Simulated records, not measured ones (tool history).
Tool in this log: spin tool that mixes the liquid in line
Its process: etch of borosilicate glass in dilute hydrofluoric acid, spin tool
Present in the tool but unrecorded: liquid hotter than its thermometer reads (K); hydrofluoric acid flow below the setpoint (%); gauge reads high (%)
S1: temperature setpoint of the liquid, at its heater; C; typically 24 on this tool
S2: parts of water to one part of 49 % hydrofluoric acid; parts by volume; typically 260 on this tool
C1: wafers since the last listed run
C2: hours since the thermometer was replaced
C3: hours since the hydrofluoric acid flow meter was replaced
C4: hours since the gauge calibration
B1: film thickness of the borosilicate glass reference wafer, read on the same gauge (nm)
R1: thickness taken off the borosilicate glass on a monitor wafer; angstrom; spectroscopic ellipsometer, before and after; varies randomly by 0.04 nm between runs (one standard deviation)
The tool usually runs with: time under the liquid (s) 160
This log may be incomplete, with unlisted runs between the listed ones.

Run 1, hour 0: usual settings but S2 230 parts by volume; C1 0; C2 1358; C3 1517.8; C4 160.7; B1 50.03. Result: R1 144.2 angstrom.
Run 2, hour 6.9: usual settings; C1 38; C2 1364.9; C3 1524.7; C4 167.6; B1 49.97. Result: R1 122.9 angstrom.
Run 3, hour 14.5: usual settings but time under the liquid (s) 130; C1 42; C2 1372.5; C3 1532.3; C4 175.2; B1 50.02. Result: R1 99.8 angstrom.
At hour 15.4: gauge calibrated.
Run 4, hour 21.3: usual settings but time under the liquid (s) 130; C1 37; C2 1379.3; C3 1539.1; C4 5.9; B1 50.03. Result: R1 99.4 angstrom.
Run 5, hour 37.5: usual settings but time under the liquid (s) 130; C1 90; C2 1395.5; C3 1555.3; C4 22.1; B1 50.04. Result: R1 99.4 angstrom.
Run 6, hour 46: usual settings; C1 47; C2 1404; C3 1563.8; C4 30.6; B1 49.98. Result: R1 121.7 angstrom.
Run 7, hour 53.2: usual settings; C1 40; C2 1411.2; C3 1571; C4 37.8; B1 50.02. Result: R1 122.7 angstrom.
Run 8, hour 70.4: usual settings; C1 96; C2 1428.4; C3 1588.2; C4 55; B1 50. Result: R1 121.9 angstrom.
Run 9, hour 106.4: usual settings; C1 200; C2 1464.4; C3 1624.2; C4 91; B1 50.02. Result: R1 121.5 angstrom.
At hour 111.6: thermometer replaced.
At hour 113: hydrofluoric acid flow meter replaced.
Run 10, hour 117.1: usual settings; C1 48; C2 5.5; C3 4.1; C4 101.7; B1 50.01. Result: R1 135.3 angstrom.
Run 11, hour 132.7: usual settings but S2 185 parts by volume; C1 87; C2 21.1; C3 19.7; C4 117.3; B1 50. Result: R1 206.1 angstrom.
Run 12, hour 146.1: usual settings; C1 74; C2 34.5; C3 33.1; C4 130.7; B1 49.98. Result: R1 134.8 angstrom.
At hour 155.2: gauge calibrated.
Run 13, hour 156: usual settings; C1 55; C2 44.4; C3 43; C4 0.8; B1 50.01. Result: R1 134.9 angstrom.
Run 14, hour 172.3: usual settings but S2 315 parts by volume, time under the liquid (s) 95; C1 91; C2 60.7; C3 59.3; C4 17.1; B1 50.03. Result: R1 62.8 angstrom.
Run 15, hour 179.4: usual settings but S1 28 C, time under the liquid (s) 95; C1 39; C2 67.8; C3 66.4; C4 24.2; B1 49.93. Result: R1 91.9 angstrom.
Run 16, hour 190.6: usual settings but S1 21 C, S2 320 parts by volume, time under the liquid (s) 130; C1 62; C2 79; C3 77.6; C4 35.4; B1 50.03. Result: R1 75.4 angstrom.

For run 17, what comes out?
Run 17, hour 207.9: usual settings but S1 25.5 C, time under the liquid (s) 255; C1 96; C2 96.3; C3 94.9; C4 52.7; B1 ?. Result: R1 ?.

Run 17 produced B1 49.93, R1 227.2 angstrom.
Were there no unlogged condition in the tool, this run, its random variation unchanged, would have produced R1 225.2 angstrom.
